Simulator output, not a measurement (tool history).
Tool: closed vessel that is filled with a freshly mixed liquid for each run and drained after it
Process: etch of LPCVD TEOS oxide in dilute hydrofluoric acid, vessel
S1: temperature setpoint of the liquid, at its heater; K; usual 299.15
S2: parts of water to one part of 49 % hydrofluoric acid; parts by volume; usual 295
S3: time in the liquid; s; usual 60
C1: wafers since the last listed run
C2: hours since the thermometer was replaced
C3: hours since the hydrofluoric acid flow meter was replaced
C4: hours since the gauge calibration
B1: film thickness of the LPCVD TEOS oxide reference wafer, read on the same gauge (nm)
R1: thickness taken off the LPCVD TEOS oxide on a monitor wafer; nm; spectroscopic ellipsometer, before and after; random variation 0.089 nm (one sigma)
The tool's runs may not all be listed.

run 1 hour=0 | S1=302.15 S2=295 S3=50 | C1=0 C2=1101.8 C3=609 C4=943.8 | B1=69.99 | R1=9.65
run 2 hour=82 | S1=302.15 S2=295 S3=50 | C1=8525 C2=1183.8 C3=691 C4=1025.8 | B1=69.99 | R1=9.71
run 3 hour=186.1 | S1=299.15 S2=295 S3=60 | C1=10822 C2=1287.9 C3=795.1 C4=1129.9 | B1=70 | R1=10.61
run 4 hour=494 | S1=299.15 S2=295 S3=60 | C1=32010 C2=1595.8 C3=1103 C4=1437.8 | B1=70 | R1=10.98
run 5 hour=578.5 | S1=299.15 S2=295 S3=60 | C1=8785 C2=1680.3 C3=1187.5 C4=1522.3 | B1=70 | R1=10.71
run 6 hour=671 | S1=299.15 S2=295 S3=60 | C1=9616 C2=1772.8 C3=1280 C4=1614.8 | B1=70 | R1=11.16
run 7 hour=729.8 | S1=299.15 S2=295 S3=60 | C1=6113 C2=1831.6 C3=1338.8 C4=1673.6 | B1=70.02 | R1=10.87
run 8 hour=810.2 | S1=299.15 S2=210 S3=60 | C1=8358 C2=1912 C3=1419.2 C4=1754 | B1=69.99 | R1=16.91
run 9 hour=867 | S1=299.15 S2=210 S3=60 | C1=5905 C2=1968.8 C3=1476 C4=1810.8 | B1=69.97 | R1=17.03
run 10 hour=914.6 | S1=299.15 S2=210 S3=60 | C1=4948 C2=2016.4 C3=1523.6 C4=1858.4 | B1=70.01 | R1=16.74
-- hour=984.1 hydrofluoric acid flow meter replaced
run 11 hour=999.3 | S1=299.15 S2=295 S3=60 | C1=8701 C2=2101.1 C3=15.2 C4=1943.1 | B1=69.99 | R1=9.92
run 12 hour=1058.5 | S1=299.15 S2=295 S3=60 | C1=6154 C2=2160.3 C3=74.4 C4=2002.3 | B1=69.99 | R1=10.21
run 13 hour=1157.7 | S1=301.65 S2=295 S3=85 | C1=10313 C2=2259.5 C3=173.6 C4=2101.5 | B1=70 | R1=15.49
run 14 hour=1213.3 | S1=295.65 S2=225 S3=60 | C1=5780 C2=2315.1 C3=229.2 C4=2157.1 | B1=70 | R1=12.62
run 15 hour=1317.9 | S1=303.65 S2=295 S3=40 | C1=10874 C2=2419.7 C3=333.8 C4=2261.7 | B1=69.99 | R1=7.71
run 16 hour=1355 | S1=294.65 S2=380 S3=90 | C1=3857 C2=2456.8 C3=370.9 C4=2298.8 | B1=70.01 | R1=9.35
run 17 hour=1429.4 | S1=302.15 S2=380 S3=30 | C1=7735 C2=2531.2 C3=445.3 C4=2373.2 | B1=69.99 | R1=4.03
run 18 hour=1491.2 | S1=302.15 S2=295 S3=30 | C1=6425 C2=2593 C3=507.1 C4=2435 | B1=70 | R1=5.66
run 19 hour=1565 | S1=300.65 S2=345 S3=75 | C1=7672 C2=2666.8 C3=580.9 C4=2508.8 | B1=70.01 | R1=11.09
run 20 hour=1629.5 | S1=299.15 S2=295 S3=60 | C1=6705 C2=2731.3 C3=645.4 C4=2573.3 | B1=70.01 | R1=10.21
-- hour=1705.2 thermometer replaced
run 21 hour=1717.6 | S1=299.15 S2=420 S3=35 | C1=9055 C2=12.4 C3=733.5 C4=2661.4 | B1=69.99 | R1=3.81
run 22 hour=2010.1 | S1=297.15 S2=255 S3=50 | C1=30409 C2=304.9 C3=1026 C4=2953.9 | B1=70 | R1=9.94
run 23 hour=2114.5 | S1=299.15 S2=295 S3=60 | C1=10853 C2=409.3 C3=1130.4 C4=3058.3 | B1=69.99 | R1=10.61
-- hour=2153.6 gauge calibrated
run 24 hour=2216.5 | S1=299.15 S2=380 S3=30 | C1=10604 C2=511.3 C3=1232.4 C4=62.9 | B1=70.03 | R1=3.77
-- hour=2267.1 hydrofluoric acid flow meter replaced
run 25 hour=2296.3 | S1=304.15 S2=430 S3=60 | C1=8192 C2=591.1 C3=29.2 C4=142.7 | B1=70 | R1=7.01
run 26 hour=2362.7 | S1=302.65 S2=295 S3=30 | C1=6903 C2=657.5 C3=95.6 C4=209.1 | B1=70.01 | R1=5.56
run 27 hour=2431.3 | S1=299.15 S2=295 S3=60 | C1=7132 C2=726.1 C3=164.2 C4=277.7 | B1=69.99 | R1=10.07
run 28 hour=2514.7 | S1=299.15 S2=295 S3=40 | C1=8670 C2=809.5 C3=247.6 C4=361.1 | B1=69.99 | R1=6.95
run 29 hour=2576.9 | S1=302.65 S2=295 S3=60 | C1=6466 C2=871.7 C3=309.8 C4=423.3 | B1=69.99 | R1=11.27
run 30 hour=2623.8 | S1=297.65 S2=395 S3=75 | C1=4875 C2=918.6 C3=356.7 C4=470.2 | B1=70 | R1=8.3
run 31 hour=2722.5 | S1=299.15 S2=295 S3=60 | C1=10261 C2=1017.3 C3=455.4 C4=568.9 | B1=70 | R1=10.33
run 32 hour=2820.4 | S1=301.15 S2=160 S3=70 | C1=10178 C2=1115.2 C3=553.3 C4=666.8 | B1=69.99 | R1=28.07
run 33 hour=2863.5 | S1=295.65 S2=295 S3=60 | C1=4480 C2=1158.3 C3=596.4 C4=709.9 | B1=70.02 | R1=9.13
run 34 hour=2899.6 | S1=299.15 S2=295 S3=60 | C1=3753 C2=1194.4 C3=632.5 C4=746 | B1=70 | R1=10.67

How the hidden state differs across the entries between the runs, from the last listed run before each to the first after it:
Between runs 10 and 11: hydrofluoric acid flow meter replaced (hour 984.1)
  hydrofluoric acid flow above the setpoint (%): 9.05 -> 0.196
  measured less the result without the state, R1: +1.69 -> +0.02 nm
Between runs 20 and 21: thermometer replaced (hour 1705.2)
  hydrofluoric acid flow above the setpoint (%): 3.17 -> 3.59
  measured less the result without the state, R1: +0.41 -> +0.18 nm
Between runs 23 and 24: gauge calibrated (hour 2153.6)
  hydrofluoric acid flow above the setpoint (%): 5.46 -> 5.94
  measured less the result without the state, R1: +0.71 -> +0.29 nm
Between runs 24 and 25: hydrofluoric acid flow meter replaced (hour 2267.1)
  hydrofluoric acid flow above the setpoint (%): 5.94 -> 0.838
  measured less the result without the state, R1: +0.29 -> +0.09 nm
